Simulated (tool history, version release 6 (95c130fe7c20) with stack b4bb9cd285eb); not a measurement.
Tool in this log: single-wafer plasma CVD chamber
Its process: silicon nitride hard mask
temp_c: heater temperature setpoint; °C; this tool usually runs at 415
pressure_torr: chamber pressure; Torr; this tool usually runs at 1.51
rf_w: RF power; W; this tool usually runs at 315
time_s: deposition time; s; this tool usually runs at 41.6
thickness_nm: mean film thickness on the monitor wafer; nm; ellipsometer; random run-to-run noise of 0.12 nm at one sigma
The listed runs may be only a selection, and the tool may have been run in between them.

run	hour	temp_c	pressure_torr	rf_w	time_s	read-back reference wafer on the same gauge, thickness_nm	thickness_nm
1	0.0	415	1.51	315	44.1	52.415	55.256
2	57.5	415	1.51	315	44.1	52.411	55.055
3	143.1	407	1.51	315	41.6	52.427	52.507
4	208.7	415	1.51	315	41.6	52.375	52.353
5	311.7	415	1.51	315	41.6	52.403	52.545
6	353.8	415	1.51	315	41.6	52.394	52.407
# hour 371.8: capacitance manometer re-zeroed and calibrated
# hour 378.8: gauge calibrated
7	445.1	415	1.51	315	41.6	52.458	52.991
8	516.5	415	1.62	315	41.6	52.381	54.301
9	609.7	415	1.82	275	41.6	52.411	51.201
# hour 638.0: capacitance manometer re-zeroed and calibrated, repeated, since the last time left the tool worse
# hour 682.9: thermocouple changed; heater temperature recalibrated
10	684.2	424	1.64	345	36.6	52.433	49.522
11	778.1	415	1.87	315	35.2	52.457	46.787
# hour 817.6: RF generator calibrated
12	837.6	408	1.51	255	49.4	52.410	52.919
13	916.0	415	1.62	315	41.6	52.453	53.173
# hour 924.0: showerhead replaced
14	989.0	415	1.77	260	41.6	52.447	47.257
15	1070.8	426	1.17	295	41.6	52.464	44.938
# hour 1122.9: gauge calibrated
16	1132.3	426	1.31	280	41.6	52.377	45.223
17	1201.5	415	1.51	340	41.6	52.400	54.637

4 ways to go on from here, each from the tool as it stands after run 17. What would each give?
A	1201.9	415	1.51	315	49.1	?	?
B	1201.9	415	1.64	315	41.6	?	?
C	1201.9	415	1.22	315	45.9	?	?
D	1201.9	415	1.51	260	41.6	?	?

run	read-back reference wafer on the same gauge, thickness_nm	thickness_nm
A	52.415	61.048
B	52.415	53.120
C	52.415	53.062
D	52.415	44.995
With the hidden condition removed and each run's random variation left untouched, the same runs would have given:
run	thickness_nm
A	60.897
B	52.994
C	52.920
D	44.884

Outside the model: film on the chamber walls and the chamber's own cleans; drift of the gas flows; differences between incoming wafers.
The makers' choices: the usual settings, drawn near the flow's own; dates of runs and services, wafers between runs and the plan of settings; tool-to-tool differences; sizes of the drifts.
